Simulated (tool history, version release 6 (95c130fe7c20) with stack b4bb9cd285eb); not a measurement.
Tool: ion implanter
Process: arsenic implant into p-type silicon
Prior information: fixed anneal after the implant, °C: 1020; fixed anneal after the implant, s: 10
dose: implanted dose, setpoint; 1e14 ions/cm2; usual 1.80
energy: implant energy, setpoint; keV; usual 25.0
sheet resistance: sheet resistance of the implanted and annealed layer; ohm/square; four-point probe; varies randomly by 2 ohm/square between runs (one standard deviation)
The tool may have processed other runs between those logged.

| run | hour | dose | energy | read-back reference wafer on the same gauge, sheet resistance | sheet resistance |
|---|---|---|---|---|---|
| 1 | 0.0 | 1.80 | 31.0 | 402.33 | 444.24 |
| 2 | 32.4 | 1.80 | 31.0 | 402.12 | 445.34 |
| 3 | 62.2 | 1.80 | 31.0 | 401.95 | 449.07 |
| 4 | 84.8 | 2.22 | 20.0 | 401.22 | 408.72 |
| 5 | 97.7 | 2.22 | 20.0 | 401.71 | 406.76 |
| 6 | 123.5 | 1.80 | 25.0 | 401.53 | 464.18 |
| 7 | 140.8 | 1.80 | 25.0 | 401.84 | 466.39 |
| 8 | 167.4 | 1.80 | 25.0 | 402.18 | 467.02 |
| 9 | 198.1 | 1.80 | 25.0 | 401.23 | 467.50 |
| 10 | 218.6 | 1.80 | 25.0 | 402.31 | 468.68 |
| 11 | 239.9 | 1.80 | 31.0 | 401.31 | 451.31 |
| 12 | 267.9 | 1.46 | 21.5 | 402.09 | 559.04 |
| 13 | 292.3 | 1.80 | 31.0 | 402.78 | 449.12 |
| 14 | 309.2 | 1.80 | 31.0 | 402.05 | 451.88 |
| 15 | 322.8 | 1.80 | 30.5 | 401.87 | 456.80 |
| 16 | 342.9 | 2.28 | 30.5 | 402.03 | 382.64 |
|  | 353.3 | Faraday cup replaced and dose calibrated |
|  | 374.0 | extraction supply calibrated |
|  | 378.7 | gauge calibrated |
| 17 | 378.8 | 2.17 | 25.0 | 402.26 | 391.47 |
| 18 | 412.4 | 2.13 | 28.0 | 402.08 | 393.41 |
| 19 | 434.4 | 1.46 | 21.5 | 402.42 | 540.81 |
| 20 | 468.2 | 2.04 | 17.0 | 402.08 | 433.65 |
| 21 | 481.3 | 1.50 | 22.0 | 401.48 | 525.59 |

5 options for the next run, each taken on its own from the tool as it stands now. Forecast them:
| A | 481.7 | 1.80 | 25.0 | ? | ? |
| B | 481.7 | 1.31 | 28.0 | ? | ? |
| C | 481.7 | 1.30 | 32.0 | ? | ? |
| D | 481.7 | 2.30 | 32.5 | ? | ? |
| E | 481.7 | 1.80 | 29.5 | ? | ? |

| run | read-back reference wafer on the same gauge, sheet resistance | sheet resistance |
|---|---|---|
| A | 402.21 | 450.60 |
| B | 402.21 | 555.79 |
| C | 402.21 | 545.89 |
| D | 402.21 | 362.00 |
| E | 402.21 | 439.19 |
Take away the tool's hidden state, keep each run's random variation, and the runs would have read:
| run | sheet resistance |
|---|---|
| A | 450.44 |
| B | 555.60 |
| C | 545.70 |
| D | 361.87 |
| E | 439.04 |
